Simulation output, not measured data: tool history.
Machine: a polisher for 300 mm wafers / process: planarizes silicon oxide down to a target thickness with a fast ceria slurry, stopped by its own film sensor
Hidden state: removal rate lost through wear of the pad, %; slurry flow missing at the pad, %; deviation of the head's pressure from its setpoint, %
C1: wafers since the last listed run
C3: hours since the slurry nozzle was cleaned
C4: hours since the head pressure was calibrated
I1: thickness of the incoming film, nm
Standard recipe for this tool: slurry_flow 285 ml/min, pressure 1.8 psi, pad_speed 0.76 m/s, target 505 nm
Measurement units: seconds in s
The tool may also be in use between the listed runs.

Run 1, hour 0.0: usual settings but pressure 1.4 psi; C1 0; wafers polished on this pad 861; C3 104.8; C4 451.1; I1 1196.7. Result: seconds 151.1 s.
Run 2, hour 100.2: usual settings but pressure 1.4 psi; C1 792; wafers polished on this pad 1653; C3 205.0; C4 551.3; I1 1190.4. Result: seconds 159.8 s.
At hour 134.6: worn pad replaced by a new one.
Run 3, hour 143.7: usual settings but pressure 1.4 psi; C1 312; wafers polished on this pad 72; C3 248.5; C4 594.8; I1 1171.5. Result: seconds 144.6 s.
Run 4, hour 183.4: usual settings; C1 313; wafers polished on this pad 386; C3 288.2; C4 634.5; I1 1184.6. Result: seconds 116.9 s.
At hour 221.1: slurry nozzle cleaned.
Run 5, hour 247.8: usual settings; C1 501; wafers polished on this pad 887; C3 26.7; C4 698.9; I1 1182.6. Result: seconds 116.3 s.
Run 6, hour 314.2: usual settings; C1 524; wafers polished on this pad 1412; C3 93.1; C4 765.3; I1 1194.7. Result: seconds 120.8 s.
At hour 332.7: worn pad replaced by a new one.
Run 7, hour 389.0: usual settings; C1 559; wafers polished on this pad 445; C3 167.9; C4 840.1; I1 1206.5. Result: seconds 116.5 s.
Run 8, hour 444.4: usual settings; C1 437; wafers polished on this pad 883; C3 223.3; C4 895.5; I1 1190.1. Result: seconds 117.6 s.
Run 9, hour 500.8: usual settings but slurry_flow 230 ml/min, pad_speed 0.60 m/s, target 657 nm; C1 445; wafers polished on this pad 1329; C3 279.7; C4 951.9; I1 1214.0. Result: seconds 130.7 s.
At hour 560.2: slurry nozzle cleaned.
At hour 573.8: worn pad replaced by a new one.
Run 10, hour 676.9: usual settings but slurry_flow 335 ml/min, pressure 2.4 psi, pad_speed 0.50 m/s, target 303 nm; C1 1352; wafers polished on this pad 814; C3 116.7; C4 1128.0; I1 1188.3. Result: seconds 167.5 s.
At hour 688.3: head pressure recalibrated.
Run 11, hour 774.6: usual settings; C1 756; wafers polished on this pad 1571; C3 214.4; C4 86.3; I1 1180.0. Result: seconds 123.5 s.
At hour 800.0: worn pad replaced by a new one.
Run 12, hour 833.1: usual settings but slurry_flow 220 ml/min, pressure 1.6 psi, pad_speed 0.92 m/s; C1 430; wafers polished on this pad 261; C3 272.9; C4 144.8; I1 1181.4. Result: seconds 111.3 s.
Run 13, hour 884.2: usual settings but pressure 1.5 psi, pad_speed 0.56 m/s; C1 403; wafers polished on this pad 665; C3 324.0; C4 195.9; I1 1171.6. Result: seconds 188.3 s.
Run 14, hour 948.2: usual settings; C1 505; wafers polished on this pad 1171; C3 388.0; C4 259.9; I1 1204.5. Result: seconds 127.2 s.
At hour 969.5: slurry nozzle cleaned.
At hour 985.2: worn pad replaced by a new one.
Run 15, hour 994.6: usual settings; C1 327; wafers polished on this pad 74; C3 25.1; C4 306.3; I1 1198.5. Result: seconds 114.2 s.
Run 16, hour 1085.3: usual settings but slurry_flow 235 ml/min, pressure 2.4 psi, pad_speed 1.02 m/s, target 296 nm; C1 717; wafers polished on this pad 791; C3 115.8; C4 397.0; I1 1195.8. Result: seconds 86.4 s.

Consider 5 possible next runs. They are alternatives, not a sequence: every one starts from the tool as it was left by run 16. What does each give?
Run A, hour 1085.8: usual settings; C1 3; wafers polished on this pad 795; C3 116.3; C4 397.5; I1 1184.1. Result: seconds ?.
Run B, hour 1085.8: usual settings but pad_speed 0.54 m/s; C1 3; wafers polished on this pad 795; C3 116.3; C4 397.5; I1 1184.1. Result: seconds ?.
Run C, hour 1085.8: usual settings but slurry_flow 355 ml/min, pad_speed 0.70 m/s; C1 3; wafers polished on this pad 795; C3 116.3; C4 397.5; I1 1184.1. Result: seconds ?.
Run D, hour 1085.8: usual settings but pressure 1.3 psi, pad_speed 0.66 m/s, target 412 nm; C1 3; wafers polished on this pad 795; C3 116.3; C4 397.5; I1 1184.1. Result: seconds ?.
Run E, hour 1085.8: usual settings but slurry_flow 315 ml/min, pressure 1.3 psi; C1 3; wafers polished on this pad 795; C3 116.3; C4 397.5; I1 1184.1. Result: seconds ?.

run  seconds
  A    114.4
  B    160.9
  C    121.5
  D    207.3
  E    156.7
Without the tool's unlogged condition, the same runs would have read:
run  seconds
  A    111.1
  B    156.4
  C    118.2
  D    201.5
  E    152.4

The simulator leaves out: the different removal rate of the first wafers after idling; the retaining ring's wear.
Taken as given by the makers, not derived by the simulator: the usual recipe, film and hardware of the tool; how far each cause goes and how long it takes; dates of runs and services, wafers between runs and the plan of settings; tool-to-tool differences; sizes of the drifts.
